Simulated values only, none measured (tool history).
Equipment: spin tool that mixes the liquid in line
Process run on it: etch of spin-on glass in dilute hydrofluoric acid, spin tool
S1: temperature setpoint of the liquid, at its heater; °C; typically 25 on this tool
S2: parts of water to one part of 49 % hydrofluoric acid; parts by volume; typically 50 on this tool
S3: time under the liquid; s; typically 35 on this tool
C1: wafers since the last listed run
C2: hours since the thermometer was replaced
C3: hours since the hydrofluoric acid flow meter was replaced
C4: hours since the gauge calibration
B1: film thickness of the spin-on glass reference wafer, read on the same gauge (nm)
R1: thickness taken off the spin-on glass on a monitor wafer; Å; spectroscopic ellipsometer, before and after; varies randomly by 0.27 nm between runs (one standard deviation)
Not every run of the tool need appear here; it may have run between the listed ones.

run 1 hour=0 | S1=25 S2=50 S3=35 | C1=0 C2=2237.8 C3=1232.6 C4=696.1 | B1=154.1 | R1=333.2
run 2 hour=68.8 | S1=25 S2=50 S3=35 | C1=749 C2=2306.6 C3=1301.4 C4=764.9 | B1=154.5 | R1=330.5
run 3 hour=97 | S1=27 S2=50 S3=35 | C1=307 C2=2334.8 C3=1329.6 C4=793.1 | B1=154.69 | R1=359.7
run 4 hour=136.4 | S1=27 S2=50 S3=35 | C1=429 C2=2374.2 C3=1369 C4=832.5 | B1=154.91 | R1=357.4
run 5 hour=186.2 | S1=25 S2=50 S3=50 | C1=542 C2=2424 C3=1418.8 C4=882.3 | B1=155.23 | R1=480.5
run 6 hour=211.3 | S1=25 S2=50 S3=50 | C1=273 C2=2449.1 C3=1443.9 C4=907.4 | B1=155.29 | R1=480
run 7 hour=265.8 | S1=25 S2=50 S3=50 | C1=593 C2=2503.6 C3=1498.4 C4=961.9 | B1=155.62 | R1=481.9
run 8 hour=313.5 | S1=25 S2=50 S3=35 | C1=519 C2=2551.3 C3=1546.1 C4=1009.6 | B1=155.96 | R1=337.8
-- hour=366.7 hydrofluoric acid flow meter replaced
-- hour=470.9 thermometer replaced
run 9 hour=521.9 | S1=25 S2=30 S3=35 | C1=2248 C2=51 C3=155.2 C4=1218 | B1=157.25 | R1=579.3
-- hour=539.5 gauge calibrated
run 10 hour=556.5 | S1=25 S2=50 S3=20 | C1=376 C2=85.6 C3=189.8 C4=17 | B1=150.65 | R1=188.8
run 11 hour=605.6 | S1=27 S2=50 S3=35 | C1=534 C2=134.7 C3=238.9 C4=66.1 | B1=150.94 | R1=354.5
run 12 hour=666.4 | S1=29 S2=60 S3=45 | C1=662 C2=195.5 C3=299.7 C4=126.9 | B1=151.35 | R1=411.1
run 13 hour=693.8 | S1=21.5 S2=45 S3=30 | C1=298 C2=222.9 C3=327.1 C4=154.3 | B1=151.49 | R1=275.1
run 14 hour=728.3 | S1=25 S2=40 S3=25 | C1=375 C2=257.4 C3=361.6 C4=188.8 | B1=151.74 | R1=298.4
run 15 hour=788.8 | S1=25 S2=50 S3=35 | C1=659 C2=317.9 C3=422.1 C4=249.3 | B1=152.04 | R1=329.6
run 16 hour=852.6 | S1=25 S2=70 S3=25 | C1=695 C2=381.7 C3=485.9 C4=313.1 | B1=152.41 | R1=164.3
run 17 hour=889 | S1=23.5 S2=70 S3=35 | C1=396 C2=418.1 C3=522.3 C4=349.5 | B1=152.67 | R1=215.1
run 18 hour=922 | S1=25 S2=50 S3=30 | C1=359 C2=451.1 C3=555.3 C4=382.5 | B1=152.89 | R1=282.8
run 19 hour=971.8 | S1=28.5 S2=35 S3=20 | C1=542 C2=500.9 C3=605.1 C4=432.3 | B1=153.15 | R1=319

What differs in the tool's unlogged condition from the final listed run ahead of each entry between runs to the first listed run following it?
Logged between run 8 and run 9: hydrofluoric acid flow meter replaced (hour 366.7); thermometer replaced (hour 470.9)
  gauge reads high (%): 3.98 -> 4.81
  what was measured, less what the result would be without the hidden state, R1: +12.9 -> +26.6 Å
Logged between run 9 and run 10: gauge calibrated (hour 539.5)
  gauge reads high (%): 4.81 -> 0.446
  what was measured, less what the result would be without the hidden state, R1: +26.6 -> +0.8 Å
